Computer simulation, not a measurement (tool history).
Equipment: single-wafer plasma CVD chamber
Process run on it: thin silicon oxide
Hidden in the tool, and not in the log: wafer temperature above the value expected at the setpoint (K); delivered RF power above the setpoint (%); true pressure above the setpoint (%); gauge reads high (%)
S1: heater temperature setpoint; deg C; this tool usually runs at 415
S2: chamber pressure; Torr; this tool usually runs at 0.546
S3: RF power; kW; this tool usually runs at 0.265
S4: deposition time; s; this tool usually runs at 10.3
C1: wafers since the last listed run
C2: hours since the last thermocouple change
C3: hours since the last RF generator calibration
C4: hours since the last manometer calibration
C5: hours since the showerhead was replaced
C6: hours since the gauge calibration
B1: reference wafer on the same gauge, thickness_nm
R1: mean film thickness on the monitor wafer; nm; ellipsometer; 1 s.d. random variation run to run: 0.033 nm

| run | hour | S1 | S2 | S3 | S4 | C1 | C2 | C3 | C4 | C5 | C6 | B1 | R1 |
|---|---|---|---|---|---|---|---|---|---|---|---|---|---|
| 1 | 0.0 | 415 | 0.546 | 0.265 | 10.3 | 0 | 2327.9 | 1113.9 | 1397.2 | 6160.9 | 203.3 | 9.597 | 10.667 |
| 2 | 34.5 | 415 | 0.546 | 0.265 | 10.9 | 721 | 2362.4 | 1148.4 | 1431.7 | 6195.4 | 237.8 | 9.593 | 11.293 |
| 3 | 49.4 | 424 | 0.546 | 0.265 | 10.3 | 311 | 2377.3 | 1163.3 | 1446.6 | 6210.3 | 252.7 | 9.606 | 10.615 |
| 4 | 72.4 | 424 | 0.546 | 0.265 | 10.3 | 480 | 2400.3 | 1186.3 | 1469.6 | 6233.3 | 275.7 | 9.590 | 10.610 |
| 5 | 101.7 | 424 | 0.546 | 0.265 | 10.3 | 612 | 2429.6 | 1215.6 | 1498.9 | 6262.6 | 305.0 | 9.608 | 10.563 |
| 6 | 130.3 | 415 | 0.546 | 0.265 | 10.3 | 597 | 2458.2 | 1244.2 | 1527.5 | 6291.2 | 333.6 | 9.603 | 10.565 |
| 7 | 157.9 | 415 | 0.546 | 0.265 | 10.3 | 576 | 2485.8 | 1271.8 | 1555.1 | 6318.8 | 361.2 | 9.611 | 10.627 |
| 8 | 170.6 | 415 | 0.546 | 0.265 | 10.3 | 265 | 2498.5 | 1284.5 | 1567.8 | 6331.5 | 373.9 | 9.602 | 10.532 |
| 9 | 193.9 | 415 | 0.546 | 0.265 | 10.3 | 486 | 2521.8 | 1307.8 | 1591.1 | 6354.8 | 397.2 | 9.606 | 10.552 |
| 10 | 223.2 | 415 | 0.546 | 0.265 | 10.3 | 612 | 2551.1 | 1337.1 | 1620.4 | 6384.1 | 426.5 | 9.607 | 10.572 |
| 11 | 248.5 | 415 | 0.546 | 0.265 | 10.3 | 528 | 2576.4 | 1362.4 | 1645.7 | 6409.4 | 451.8 | 9.605 | 10.532 |
|  | 269.1 | thermocouple changed; heater temperature recalibrated |
| 12 | 270.6 | 415 | 0.546 | 0.265 | 10.3 | 294 | 1.5 | 1384.5 | 1667.8 | 6431.5 | 473.9 | 9.604 | 10.549 |
| 13 | 283.7 | 415 | 0.546 | 0.265 | 10.3 | 273 | 14.6 | 1397.6 | 1680.9 | 6444.6 | 487.0 | 9.600 | 10.575 |
| 14 | 301.9 | 415 | 0.546 | 0.265 | 10.3 | 380 | 32.8 | 1415.8 | 1699.1 | 6462.8 | 505.2 | 9.607 | 10.550 |
|  | 314.3 | capacitance manometer re-zeroed and calibrated |
|  | 338.3 | RF generator calibrated |
| 15 | 352.0 | 415 | 0.546 | 0.265 | 10.3 | 712 | 82.9 | 13.7 | 37.7 | 6512.9 | 555.3 | 9.602 | 11.417 |
|  | 384.6 | showerhead replaced |
| 16 | 385.1 | 415 | 0.599 | 0.265 | 10.3 | 524 | 116.0 | 46.8 | 70.8 | 0.5 | 588.4 | 9.600 | 12.514 |
| 17 | 404.3 | 415 | 0.546 | 0.230 | 10.3 | 401 | 135.2 | 66.0 | 90.0 | 19.7 | 607.6 | 9.597 | 10.746 |
| 18 | 419.3 | 415 | 0.475 | 0.305 | 10.3 | 313 | 150.2 | 81.0 | 105.0 | 34.7 | 622.6 | 9.587 | 10.396 |
| 19 | 446.7 | 415 | 0.546 | 0.265 | 10.3 | 572 | 177.6 | 108.4 | 132.4 | 62.1 | 650.0 | 9.583 | 11.299 |
| 20 | 466.5 | 415 | 0.546 | 0.240 | 10.3 | 413 | 197.4 | 128.2 | 152.2 | 81.9 | 669.8 | 9.600 | 10.779 |
|  | 490.7 | gauge calibrated |
| 21 | 498.1 | 415 | 0.546 | 0.265 | 10.3 | 660 | 229.0 | 159.8 | 183.8 | 113.5 | 7.4 | 9.610 | 11.221 |
| 22 | 517.6 | 415 | 0.546 | 0.290 | 11.4 | 407 | 248.5 | 179.3 | 203.3 | 133.0 | 26.9 | 9.602 | 12.860 |
| 23 | 535.8 | 415 | 0.546 | 0.265 | 11.7 | 380 | 266.7 | 197.5 | 221.5 | 151.2 | 45.1 | 9.602 | 12.689 |
| 24 | 557.5 | 415 | 0.546 | 0.265 | 10.3 | 453 | 288.4 | 219.2 | 243.2 | 172.9 | 66.8 | 9.586 | 11.199 |
| 25 | 575.4 | 415 | 0.546 | 0.265 | 10.3 | 374 | 306.3 | 237.1 | 261.1 | 190.8 | 84.7 | 9.603 | 11.181 |
| 26 | 595.8 | 415 | 0.635 | 0.265 | 8.9 | 426 | 326.7 | 257.5 | 281.5 | 211.2 | 105.1 | 9.602 | 11.233 |
| 27 | 611.9 | 415 | 0.546 | 0.265 | 8.7 | 336 | 342.8 | 273.6 | 297.6 | 227.3 | 121.2 | 9.600 | 9.410 |
| 28 | 636.1 | 408 | 0.587 | 0.225 | 11.5 | 505 | 367.0 | 297.8 | 321.8 | 251.5 | 145.4 | 9.598 | 12.533 |
| 29 | 662.3 | 415 | 0.546 | 0.290 | 11.4 | 547 | 393.2 | 324.0 | 348.0 | 277.7 | 171.6 | 9.601 | 12.697 |

What if the next run were any one of these 4? Each begins from the tool's condition after run 29:
| A | 662.7 | 415 | 0.546 | 0.265 | 10.3 | 8 | 393.6 | 324.4 | 348.4 | 278.1 | 172.0 | ? | ? |
| B | 662.7 | 415 | 0.429 | 0.265 | 10.3 | 8 | 393.6 | 324.4 | 348.4 | 278.1 | 172.0 | ? | ? |
| C | 662.7 | 403 | 0.483 | 0.315 | 9.1 | 8 | 393.6 | 324.4 | 348.4 | 278.1 | 172.0 | ? | ? |
| D | 662.7 | 422 | 0.666 | 0.295 | 8.3 | 8 | 393.6 | 324.4 | 348.4 | 278.1 | 172.0 | ? | ? |

| run | B1 | R1 |
|---|---|---|
| A | 9.596 | 11.029 |
| B | 9.596 | 8.633 |
| C | 9.596 | 9.288 |
| D | 9.596 | 11.219 |
What these runs would have given with no unlogged condition in the tool:
| run | R1 |
|---|---|
| A | 11.429 |
| B | 8.962 |
| C | 9.614 |
| D | 11.610 |

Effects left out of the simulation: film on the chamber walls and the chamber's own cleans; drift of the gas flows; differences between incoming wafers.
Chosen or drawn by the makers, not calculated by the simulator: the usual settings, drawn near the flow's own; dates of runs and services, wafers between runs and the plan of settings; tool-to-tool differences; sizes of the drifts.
